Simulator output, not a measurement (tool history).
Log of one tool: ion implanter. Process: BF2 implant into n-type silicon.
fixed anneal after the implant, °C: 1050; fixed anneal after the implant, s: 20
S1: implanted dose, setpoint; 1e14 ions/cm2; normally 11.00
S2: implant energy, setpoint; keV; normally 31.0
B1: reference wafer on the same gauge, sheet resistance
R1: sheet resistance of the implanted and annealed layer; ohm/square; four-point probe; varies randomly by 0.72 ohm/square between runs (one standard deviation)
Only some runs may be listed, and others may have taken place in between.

{"run": 1, "hour": 0.0, "S1": 8.52, "S2": 22.5, "B1": 122.91, "R1": 153.11}
{"run": 2, "hour": 45.1, "S1": 8.52, "S2": 22.5, "B1": 122.94, "R1": 155.63}
{"run": 3, "hour": 80.9, "S1": 8.52, "S2": 22.5, "B1": 123.23, "R1": 152.91}
{"run": 4, "hour": 131.7, "S1": 11.0, "S2": 31.0, "B1": 122.95, "R1": 119.91}
{"run": 5, "hour": 183.8, "S1": 11.0, "S2": 31.0, "B1": 122.81, "R1": 121.38}
{"run": 6, "hour": 219.2, "S1": 13.16, "S2": 31.0, "B1": 122.87, "R1": 109.78}
{"run": 7, "hour": 247.3, "S1": 13.16, "S2": 31.0, "B1": 122.93, "R1": 109.83}
{"run": 8, "hour": 299.6, "S1": 11.0, "S2": 31.0, "B1": 123.02, "R1": 120.85}
{"run": 9, "hour": 325.3, "S1": 11.0, "S2": 31.0, "B1": 123.12, "R1": 121.09}
{"run": 10, "hour": 396.7, "S1": 10.04, "S2": 31.0, "B1": 123.15, "R1": 128.98}
{"run": 11, "hour": 447.0, "S1": 10.04, "S2": 31.0, "B1": 122.78, "R1": 130.2}
{"run": 12, "hour": 491.0, "S1": 11.0, "S2": 31.0, "B1": 123.17, "R1": 120.67}
{"hour": 547.7, "done": "gauge calibrated"}
{"run": 13, "hour": 588.9, "S1": 11.0, "S2": 31.0, "B1": 122.91, "R1": 121.34}
{"run": 14, "hour": 637.7, "S1": 11.0, "S2": 31.0, "B1": 123.18, "R1": 121.03}
{"hour": 714.1, "done": "extraction supply calibrated"}
{"run": 15, "hour": 789.1, "S1": 8.83, "S2": 39.5, "B1": 123.02, "R1": 137.36}
{"run": 16, "hour": 841.2, "S1": 8.69, "S2": 38.0, "B1": 123.08, "R1": 139.92}
{"run": 17, "hour": 899.8, "S1": 13.34, "S2": 21.0, "B1": 122.92, "R1": 120.37}
{"run": 18, "hour": 927.9, "S1": 12.4, "S2": 23.0, "B1": 123.16, "R1": 121.96}
{"run": 19, "hour": 954.6, "S1": 9.89, "S2": 41.5, "B1": 122.97, "R1": 123.23}
{"hour": 976.9, "done": "Faraday cup replaced and dose calibrated"}
{"run": 20, "hour": 984.4, "S1": 13.91, "S2": 31.0, "B1": 123.18, "R1": 106.39}
{"run": 21, "hour": 1026.0, "S1": 11.0, "S2": 31.0, "B1": 123.01, "R1": 120.39}
{"run": 22, "hour": 1083.8, "S1": 9.73, "S2": 36.5, "B1": 123.1, "R1": 127.21}
{"run": 23, "hour": 1113.4, "S1": 11.0, "S2": 31.0, "B1": 123.02, "R1": 121.13}
{"run": 24, "hour": 1168.4, "S1": 7.86, "S2": 27.0, "B1": 123.31, "R1": 159.67}
{"run": 25, "hour": 1201.2, "S1": 9.7, "S2": 38.0, "B1": 122.8, "R1": 125.99}
{"run": 26, "hour": 1238.7, "S1": 11.0, "S2": 31.0, "B1": 123.05, "R1": 120.17}
{"run": 27, "hour": 1307.6, "S1": 7.81, "S2": 24.5, "B1": 123.06, "R1": 162.48}
{"run": 28, "hour": 1355.3, "S1": 11.0, "S2": 31.0, "B1": 123.06, "R1": 121.16}

State the hidden condition of the tool at each of the runs:
deviation of the true dose from the Faraday cup's reading, %: 0 across all the runs
deviation of the true energy from its setpoint, %: 0 across all the runs
gauge reads high (%): 0 across all the runs
